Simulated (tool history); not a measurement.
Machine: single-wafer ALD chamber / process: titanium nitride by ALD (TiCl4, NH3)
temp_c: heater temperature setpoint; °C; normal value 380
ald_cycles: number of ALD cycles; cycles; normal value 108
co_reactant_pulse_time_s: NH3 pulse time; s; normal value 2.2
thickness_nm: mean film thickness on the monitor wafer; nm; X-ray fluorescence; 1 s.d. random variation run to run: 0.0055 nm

| run | hour | temp_c | ald_cycles | co_reactant_pulse_time_s | wafers since the last listed run | hours since the last thermocouple change | hours since the showerhead was replaced | hours since the gauge calibration | read-back reference wafer on the same gauge, thickness_nm | thickness_nm |
|---|---|---|---|---|---|---|---|---|---|---|
| 1 | 0 | 380 | 108 | 2.2 | 0 | 1328.2 | 2426.4 | 1069.2 | 2.241 | 2.246 |
| 2 | 93.7 | 380 | 108 | 2.2 | 222 | 1421.9 | 2520.1 | 1162.9 | 2.237 | 2.249 |
| 3 | 179.7 | 388 | 108 | 2.2 | 204 | 1507.9 | 2606.1 | 1248.9 | 2.241 | 2.254 |
| 4 | 227.3 | 380 | 108 | 2.2 | 113 | 1555.5 | 2653.7 | 1296.5 | 2.238 | 2.245 |
| 5 | 300.3 | 380 | 108 | 2.2 | 173 | 1628.5 | 2726.7 | 1369.5 | 2.243 | 2.246 |
| 6 | 344.8 | 380 | 108 | 2.2 | 105 | 1673 | 2771.2 | 1414 | 2.242 | 2.238 |
| 7 | 388.6 | 380 | 108 | 2.2 | 104 | 1716.8 | 2815 | 1457.8 | 2.243 | 2.24 |
| 8 | 656 | 380 | 108 | 2.2 | 635 | 1984.2 | 3082.4 | 1725.2 | 2.245 | 2.239 |
| 9 | 693.9 | 380 | 108 | 2.2 | 90 | 2022.1 | 3120.3 | 1763.1 | 2.244 | 2.23 |
| 10 | 784.3 | 380 | 93 | 2.2 | 214 | 2112.5 | 3210.7 | 1853.5 | 2.243 | 1.93 |
| 11 | 873.7 | 380 | 93 | 2.2 | 212 | 2201.9 | 3300.1 | 1942.9 | 2.245 | 1.931 |
| 12 | 945.9 | 380 | 93 | 2.2 | 171 | 2274.1 | 3372.3 | 2015.1 | 2.243 | 1.932 |
| 13 | 1008 | 380 | 103 | 2.2 | 147 | 2336.2 | 3434.4 | 2077.2 | 2.245 | 2.151 |
|  | 1105.6 | thermocouple changed; heater temperature recalibrated |
| 14 | 1107.6 | 380 | 103 | 2.2 | 217 | 2 | 3534 | 2176.8 | 2.246 | 2.132 |
| 15 | 1162.4 | 380 | 108 | 2.2 | 130 | 56.8 | 3588.8 | 2231.6 | 2.245 | 2.24 |
|  | 1207.6 | gauge calibrated |
| 16 | 1215.5 | 393 | 108 | 2.48 | 126 | 109.9 | 3641.9 | 7.9 | 2.209 | 2.26 |
| 17 | 1310 | 375 | 108 | 1.6 | 224 | 204.4 | 3736.4 | 102.4 | 2.211 | 2.141 |
|  | 1351.4 | showerhead replaced |
| 18 | 1388.5 | 373 | 118 | 2.69 | 167 | 282.9 | 37.1 | 180.9 | 2.215 | 2.427 |
| 19 | 1479.8 | 380 | 108 | 2.2 | 217 | 374.2 | 128.4 | 272.2 | 2.215 | 2.219 |
| 20 | 1532.6 | 380 | 108 | 2.2 | 125 | 427 | 181.2 | 325 | 2.219 | 2.219 |
| 21 | 1572.2 | 380 | 108 | 1.36 | 94 | 466.6 | 220.8 | 364.6 | 2.218 | 2.116 |
| 22 | 1645.5 | 395 | 108 | 1.41 | 174 | 539.9 | 294.1 | 437.9 | 2.221 | 2.191 |
| 23 | 1817.2 | 380 | 108 | 2.2 | 408 | 711.6 | 465.8 | 609.6 | 2.224 | 2.227 |
| 24 | 1882.3 | 380 | 108 | 2.62 | 154 | 776.7 | 530.9 | 674.7 | 2.227 | 2.252 |
| 25 | 1966.7 | 367 | 108 | 2.2 | 200 | 861.1 | 615.3 | 759.1 | 2.229 | 2.182 |
| 26 | 2024.7 | 368 | 114 | 2.83 | 137 | 919.1 | 673.3 | 817.1 | 2.229 | 2.362 |
| 27 | 2063.6 | 380 | 108 | 1.44 | 92 | 958 | 712.2 | 856 | 2.23 | 2.144 |
| 28 | 2134.3 | 380 | 108 | 2.2 | 168 | 1028.7 | 782.9 | 926.7 | 2.229 | 2.235 |
| 29 | 2199.1 | 380 | 108 | 2.62 | 154 | 1093.5 | 847.7 | 991.5 | 2.231 | 2.25 |
| 30 | 2298.7 | 380 | 108 | 2.2 | 236 | 1193.1 | 947.3 | 1091.1 | 2.232 | 2.236 |

Branching from run 30: 3 alternative next runs. What would each branch give?
| A | 2299.3 | 374 | 108 | 2.2 | 1 | 1193.7 | 947.9 | 1091.7 | ? | ? |
| B | 2299.3 | 368 | 87 | 2.54 | 1 | 1193.7 | 947.9 | 1091.7 | ? | ? |
| C | 2299.3 | 380 | 128 | 2.2 | 1 | 1193.7 | 947.9 | 1091.7 | ? | ? |

| run | read-back reference wafer on the same gauge, thickness_nm | thickness_nm |
|---|---|---|
| A | 2.235 | 2.21 |
| B | 2.235 | 1.781 |
| C | 2.235 | 2.639 |
Without the tool's hidden state the same runs would have given:
| run | thickness_nm |
|---|---|
| A | 2.188 |
| B | 1.763 |
| C | 2.612 |
